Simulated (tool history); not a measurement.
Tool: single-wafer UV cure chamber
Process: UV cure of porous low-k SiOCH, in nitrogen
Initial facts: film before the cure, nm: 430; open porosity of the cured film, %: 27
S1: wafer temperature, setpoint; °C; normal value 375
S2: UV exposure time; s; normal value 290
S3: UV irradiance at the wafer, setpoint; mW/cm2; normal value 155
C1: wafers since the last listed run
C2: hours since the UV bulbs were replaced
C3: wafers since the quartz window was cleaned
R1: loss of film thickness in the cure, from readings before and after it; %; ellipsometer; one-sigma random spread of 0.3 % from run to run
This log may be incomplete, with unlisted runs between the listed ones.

run   hour   S1   S2   S3   C1      C2    C3      R1
  1    0.0  375  205  127    0  2862.7  1681  13.802
  2   26.3  375  290  155  153  2889.0  1834  16.280
  3   61.1  375  290  155  203  2923.8  2038  16.801
  4   82.8  375  355  155  126  2945.5  2164  17.811
  5   97.0  375  355  155   82  2959.7  2247  17.439
  6  127.1  375  415  155  175  2989.8  2423  18.255
  7  153.3  375  415  155  153  3016.0  2576  18.351
  8  173.4  375  290  155  117  3036.1  2694  16.398
  9  200.8  375  290  155  160  3063.5  2854  16.787
 10  230.3  375  290  155  172  3093.0  3026  16.331
 11  257.7  385  290  155  160  3120.4  3186  16.641
     269.5  -- UV bulbs replaced
 12  287.9  385  290  155  129    18.4  3316  16.404
 13  314.1  375  290  155  153    44.6  3469  16.412
 14  327.3  389  290  155   77    57.8  3546  16.680
     358.6  -- quartz window cleaned
 15  362.9  375  290  155  161    93.4    24  16.326
 16  390.5  367  290  119  161   121.0   186  14.988
 17  424.3  361  420  143  197   154.8   383  18.014
 18  451.3  375  205  178  157   181.8   541  15.268
 19  486.4  375  290  155  205   216.9   746  16.150
 20  514.6  387  370  175  164   245.1   911  18.531
 21  621.8  360  430  176  626   352.3  1537  18.524
 22  641.0  375  290  173  112   371.5  1649  16.832
 23  666.5  362  290  132  149   397.0  1798  15.267
 24  696.7  375  290  124  176   427.2  1975  15.548

5 options for the next run, each taken on its own from the tool as it stands now. Forecast them:
  A  697.2  375  290  155   2  427.7  1978   ?
  B  697.2  392  175  122   2  427.7  1978   ?
  C  697.2  375  190  155   2  427.7  1978   ?
  D  697.2  394  120  140   2  427.7  1978   ?
  E  697.2  388  290  117   2  427.7  1978   ?

run      R1
  A  16.086
  B  12.605
  C  13.885
  D  11.459
  E  14.888
Take away the tool's hidden state, keep each run's random variation, and the runs would have read:
run      R1
  A  16.086
  B  12.605
  C  13.885
  D  11.459
  E  14.888

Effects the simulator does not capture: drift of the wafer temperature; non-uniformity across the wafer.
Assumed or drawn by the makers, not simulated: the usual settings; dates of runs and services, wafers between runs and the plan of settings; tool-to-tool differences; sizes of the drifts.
